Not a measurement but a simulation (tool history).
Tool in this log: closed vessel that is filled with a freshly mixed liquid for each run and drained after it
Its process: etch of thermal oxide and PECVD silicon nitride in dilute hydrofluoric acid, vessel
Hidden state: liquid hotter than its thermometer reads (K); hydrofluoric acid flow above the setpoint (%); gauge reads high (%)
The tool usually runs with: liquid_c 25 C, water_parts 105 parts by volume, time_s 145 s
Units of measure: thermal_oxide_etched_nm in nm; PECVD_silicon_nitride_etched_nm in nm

run,hour,liquid_c,water_parts,time_s,wafers since the last listed run,hours since the thermometer was replaced,hours since the hydrofluoric acid flow meter was replaced,hours since the gauge calibration,"read-back film thickness of the thermal oxide reference wafer, read on the same gauge (nm)","read-back film thickness of the PECVD silicon nitride reference wafer, read on the same gauge (nm)",thermal_oxide_etched_nm,PECVD_silicon_nitride_etched_nm
1,0.0,25,105,175,0,1672.9,75.8,596.2,137.32,107.893,8.25,3.465
2,68.4,25,105,175,5272,1741.3,144.2,664.6,137.08,107.743,8.19,3.417
3,124.1,25,125,145,4293,1797.0,199.9,720.3,136.89,107.557,5.55,2.383
4,175.3,25,105,145,3946,1848.2,251.1,771.5,136.74,107.425,6.74,2.901
5,218.2,25,105,145,3306,1891.1,294.0,814.4,136.58,107.302,6.77,2.854
6,279.5,25,105,145,4725,1952.4,355.3,875.7,136.35,107.128,6.72,2.890
7,348.3,28,105,145,5303,2021.2,424.1,944.5,136.08,106.942,7.52,3.476
8,383.2,25,140,145,2690,2056.1,459.0,979.4,135.98,106.838,4.84,2.151
9,430.3,25,140,145,3630,2103.2,506.1,1026.5,135.83,106.708,4.81,2.161
10,466.0,25,115,145,2751,2138.9,541.8,1062.2,135.68,106.599,6.04,2.611
11,526.4,25,115,145,4655,2199.3,602.2,1122.6,135.49,106.461,6.04,2.580
# hour 552.2: hydrofluoric acid flow meter replaced
12,592.6,25,105,145,5025,2265.5,40.4,1188.8,135.25,106.260,6.64,2.829
# hour 604.8: gauge calibrated
13,644.7,25,105,200,4015,2317.6,92.5,39.9,140.25,110.214,9.57,4.067
14,682.3,30,145,145,2898,2355.2,130.1,77.5,140.12,110.081,5.75,2.877

Predict the results of run 15:
15,707.7,25,75,145,1957,2380.6,155.5,102.9,?,?,?,?

read-back film thickness of the thermal oxide reference wafer, read on the same gauge (nm): 140.03
read-back film thickness of the PECVD silicon nitride reference wafer, read on the same gauge (nm): 110.022
thermal_oxide_etched_nm: 10.03 nm
PECVD_silicon_nitride_etched_nm: 4.043 nm
Were there no unlogged condition in the tool, this run, its random variation unchanged, would have produced thermal_oxide_etched_nm 10.03 nm, PECVD_silicon_nitride_etched_nm 4.042 nm.
